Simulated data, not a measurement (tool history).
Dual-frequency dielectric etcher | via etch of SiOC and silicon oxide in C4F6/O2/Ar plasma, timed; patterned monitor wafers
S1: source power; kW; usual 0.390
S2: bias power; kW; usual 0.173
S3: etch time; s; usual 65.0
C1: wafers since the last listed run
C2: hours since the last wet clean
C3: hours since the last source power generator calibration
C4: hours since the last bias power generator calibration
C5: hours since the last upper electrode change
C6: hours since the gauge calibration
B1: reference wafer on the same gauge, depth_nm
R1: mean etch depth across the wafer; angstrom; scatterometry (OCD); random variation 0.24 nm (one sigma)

run	day	S1	S2	S3	C1	C2	C3	C4	C5	C6	B1	R1
1	0.000	0.390	0.173	65.0	0	250.7	1844.6	1553.2	106.8	1312.8	72.5	692
# day 0.238: source power generator calibrated
2	1.729	0.390	0.173	65.0	464	292.2	35.8	1594.7	148.3	1354.3	72.5	678
3	3.367	0.390	0.173	65.0	486	331.5	75.1	1634.0	187.6	1393.6	72.5	676
4	6.058	0.390	0.173	65.0	799	396.1	139.7	1698.6	252.2	1458.2	72.4	671
5	8.579	0.390	0.173	53.5	749	456.6	200.2	1759.1	312.7	1518.7	72.6	551
# day 11.846: wet clean of the chamber
6	11.867	0.390	0.173	65.0	679	0.5	279.1	1838.0	391.6	1597.6	72.5	698
7	12.404	0.480	0.197	56.5	159	13.4	292.0	1850.9	404.5	1610.5	72.5	680
8	15.012	0.390	0.173	65.0	775	76.0	354.6	1913.5	467.1	1673.1	72.5	692
9	16.625	0.310	0.173	58.0	479	114.7	393.3	1952.2	505.8	1711.8	72.5	570
# day 16.954: gauge calibrated
10	18.004	0.300	0.144	70.0	409	147.8	426.4	1985.3	538.9	25.2	72.5	640
11	20.517	0.390	0.160	65.0	746	208.1	486.7	2045.6	599.2	85.5	72.5	672
12	22.029	0.300	0.173	65.0	449	244.4	523.0	2081.9	635.5	121.8	72.5	627
13	24.983	0.460	0.173	65.0	877	315.3	593.9	2152.8	706.4	192.7	72.6	727
14	26.079	0.390	0.173	78.0	325	341.6	620.2	2179.1	732.7	219.0	72.6	821
15	27.346	0.420	0.194	78.0	376	372.0	650.6	2209.5	763.1	249.4	72.5	871
16	28.688	0.330	0.159	72.0	398	404.2	682.8	2241.7	795.3	281.6	72.6	694
# day 31.767: wet clean of the chamber
17	31.788	0.390	0.173	73.0	624	0.5	757.2	2316.1	869.7	356.0	72.6	786
# day 32.342: bias power generator calibrated
18	32.817	0.390	0.173	65.0	256	25.2	781.9	11.4	894.4	380.7	72.5	699
19	34.375	0.490	0.187	65.0	463	62.6	819.3	48.8	931.8	418.1	72.5	776
20	36.196	0.390	0.173	65.0	541	106.3	863.0	92.5	975.5	461.8	72.4	697
21	37.588	0.390	0.199	65.0	413	139.7	896.4	125.9	1008.9	495.2	72.6	722
22	38.833	0.390	0.173	65.0	370	169.6	926.3	155.8	1038.8	525.1	72.5	692
23	41.158	0.390	0.173	65.0	690	225.4	982.1	211.6	1094.6	580.9	72.5	691
24	43.071	0.390	0.173	65.0	568	271.3	1028.0	257.5	1140.5	626.8	72.5	690
25	45.642	0.390	0.173	65.0	763	333.0	1089.7	319.2	1202.2	688.5	72.5	684
26	48.425	0.330	0.173	84.0	827	399.8	1156.5	386.0	1269.0	755.3	72.5	829
27	51.138	0.360	0.201	65.0	806	464.9	1221.6	451.1	1334.1	820.4	72.6	693
# day 53.138: wet clean of the chamber
28	53.158	0.490	0.209	78.5	303	0.5	1270.1	499.6	1382.6	868.9	72.5	976
29	53.329	0.390	0.185	80.5	50	4.6	1274.2	503.7	1386.7	873.0	72.5	879

Forecast each of these 5 alternatives for the next run:
A	53.346	0.390	0.173	59.5	4	5.0	1274.6	504.1	1387.1	873.4	?	?
B	53.346	0.320	0.173	55.5	4	5.0	1274.6	504.1	1387.1	873.4	?	?
C	53.346	0.430	0.193	57.5	4	5.0	1274.6	504.1	1387.1	873.4	?	?
D	53.346	0.360	0.132	60.0	4	5.0	1274.6	504.1	1387.1	873.4	?	?
E	53.346	0.290	0.145	65.0	4	5.0	1274.6	504.1	1387.1	873.4	?	?

run	B1	R1
A	72.5	641
B	72.5	558
C	72.5	664
D	72.5	580
E	72.5	599
Without the tool's hidden state the same runs would have given:
run	R1
A	635
B	552
C	657
D	574
E	592
